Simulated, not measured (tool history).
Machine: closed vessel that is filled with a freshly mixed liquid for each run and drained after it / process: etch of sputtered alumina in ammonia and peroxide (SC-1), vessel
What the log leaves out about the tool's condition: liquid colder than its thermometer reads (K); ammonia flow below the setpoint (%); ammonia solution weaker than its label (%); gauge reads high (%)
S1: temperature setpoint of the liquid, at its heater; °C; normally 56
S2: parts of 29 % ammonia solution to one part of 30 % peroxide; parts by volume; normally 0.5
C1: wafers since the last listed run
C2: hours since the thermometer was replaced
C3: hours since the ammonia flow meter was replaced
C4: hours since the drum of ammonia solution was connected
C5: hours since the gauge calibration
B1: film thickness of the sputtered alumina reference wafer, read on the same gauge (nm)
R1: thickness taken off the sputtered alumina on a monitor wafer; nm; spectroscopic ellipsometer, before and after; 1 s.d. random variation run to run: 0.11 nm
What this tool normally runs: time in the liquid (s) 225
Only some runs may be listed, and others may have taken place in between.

run 1 hour=0 | S1=56 S2=0.5 time_in_the_liquid_(s)=225 | C1=0 C2=1567.9 C3=651.7 C4=104 C5=92.2 | B1=80 | R1=13.31
run 2 hour=13.1 | S1=56 S2=0.5 time_in_the_liquid_(s)=225 | C1=907 C2=1581 C3=664.8 C4=117.1 C5=105.3 | B1=80.01 | R1=13.31
run 3 hour=26 | S1=56 S2=0.5 time_in_the_liquid_(s)=225 | C1=893 C2=1593.9 C3=677.7 C4=130 C5=118.2 | B1=79.98 | R1=13.54
run 4 hour=52.1 | S1=51.5 S2=0.5 time_in_the_liquid_(s)=225 | C1=1807 C2=1620 C3=703.8 C4=156.1 C5=144.3 | B1=80 | R1=10.4
run 5 hour=85 | S1=56 S2=0.4 time_in_the_liquid_(s)=225 | C1=2277 C2=1652.9 C3=736.7 C4=189 C5=177.2 | B1=80.04 | R1=13.18
run 6 hour=115.8 | S1=56 S2=0.4 time_in_the_liquid_(s)=225 | C1=2132 C2=1683.7 C3=767.5 C4=219.8 C5=208 | B1=80.01 | R1=13.1
run 7 hour=145.5 | S1=58 S2=0.5 time_in_the_liquid_(s)=225 | C1=2056 C2=1713.4 C3=797.2 C4=249.5 C5=237.7 | B1=80 | R1=14.53
-- hour=166.9 thermometer replaced
run 8 hour=170.3 | S1=58 S2=0.5 time_in_the_liquid_(s)=225 | C1=1647 C2=3.4 C3=822 C4=274.3 C5=262.5 | B1=80.01 | R1=16.68
-- hour=184.9 ammonia flow meter replaced
run 9 hour=198.4 | S1=58 S2=0.5 time_in_the_liquid_(s)=225 | C1=1876 C2=31.5 C3=13.5 C4=302.4 C5=290.6 | B1=80.03 | R1=16.16
-- hour=203.5 gauge calibrated
run 10 hour=223.6 | S1=56 S2=0.6 time_in_the_liquid_(s)=225 | C1=1744 C2=56.7 C3=38.7 C4=327.6 C5=20.1 | B1=80.01 | R1=15.25
run 11 hour=255.1 | S1=61.5 S2=0.7 time_in_the_liquid_(s)=335 | C1=2180 C2=88.2 C3=70.2 C4=359.1 C5=51.6 | B1=79.96 | R1=30.08
run 12 hour=278.2 | S1=56 S2=0.5 time_in_the_liquid_(s)=225 | C1=1599 C2=111.3 C3=93.3 C4=382.2 C5=74.7 | B1=80.01 | R1=14.73
-- hour=294.5 new drum of ammonia solution connected
run 13 hour=313.5 | S1=48 S2=0.7 time_in_the_liquid_(s)=320 | C1=2374 C2=146.6 C3=128.6 C4=19 C5=110 | B1=79.98 | R1=13.94
run 14 hour=339.2 | S1=56 S2=0.5 time_in_the_liquid_(s)=225 | C1=1779 C2=172.3 C3=154.3 C4=44.7 C5=135.7 | B1=80 | R1=14.57
run 15 hour=362.4 | S1=51 S2=0.3 time_in_the_liquid_(s)=225 | C1=1606 C2=195.5 C3=177.5 C4=67.9 C5=158.9 | B1=79.99 | R1=10.51
run 16 hour=385.9 | S1=59 S2=0.6 time_in_the_liquid_(s)=225 | C1=1627 C2=219 C3=201 C4=91.4 C5=182.4 | B1=80 | R1=17.15
run 17 hour=406.8 | S1=48.5 S2=0.75 time_in_the_liquid_(s)=170 | C1=1447 C2=239.9 C3=221.9 C4=112.3 C5=203.3 | B1=80 | R1=7.68
run 18 hour=424.4 | S1=56 S2=0.5 time_in_the_liquid_(s)=270 | C1=1218 C2=257.5 C3=239.5 C4=129.9 C5=220.9 | B1=79.99 | R1=17.41
run 19 hour=448.3 | S1=56 S2=0.5 time_in_the_liquid_(s)=225 | C1=1654 C2=281.4 C3=263.4 C4=153.8 C5=244.8 | B1=80 | R1=14.46
run 20 hour=465.5 | S1=50 S2=0.65 time_in_the_liquid_(s)=120 | C1=1190 C2=298.6 C3=280.6 C4=171 C5=262 | B1=79.98 | R1=5.75

How the hidden state differs across the entries between the runs, from the last listed run before each to the first after it:
In the gap between runs 7 and 8: thermometer replaced (hour 166.9)
  liquid colder than its thermometer reads (K): 2.24 -> 0.103
  measured minus no-state result, R1: -1.81 -> -0.09 nm
In the gap between runs 8 and 9: ammonia flow meter replaced (hour 184.9)
  liquid colder than its thermometer reads (K): 0.103 -> 0.139
  measured minus no-state result, R1: -0.09 -> -0.12 nm
In the gap between runs 9 and 10: gauge calibrated (hour 203.5)
  liquid colder than its thermometer reads (K): 0.139 -> 0.171
  measured minus no-state result, R1: -0.12 -> -0.14 nm
In the gap between runs 12 and 13: new drum of ammonia solution connected (hour 294.5)
  liquid colder than its thermometer reads (K): 0.24 -> 0.285
  measured minus no-state result, R1: -0.19 -> -0.23 nm

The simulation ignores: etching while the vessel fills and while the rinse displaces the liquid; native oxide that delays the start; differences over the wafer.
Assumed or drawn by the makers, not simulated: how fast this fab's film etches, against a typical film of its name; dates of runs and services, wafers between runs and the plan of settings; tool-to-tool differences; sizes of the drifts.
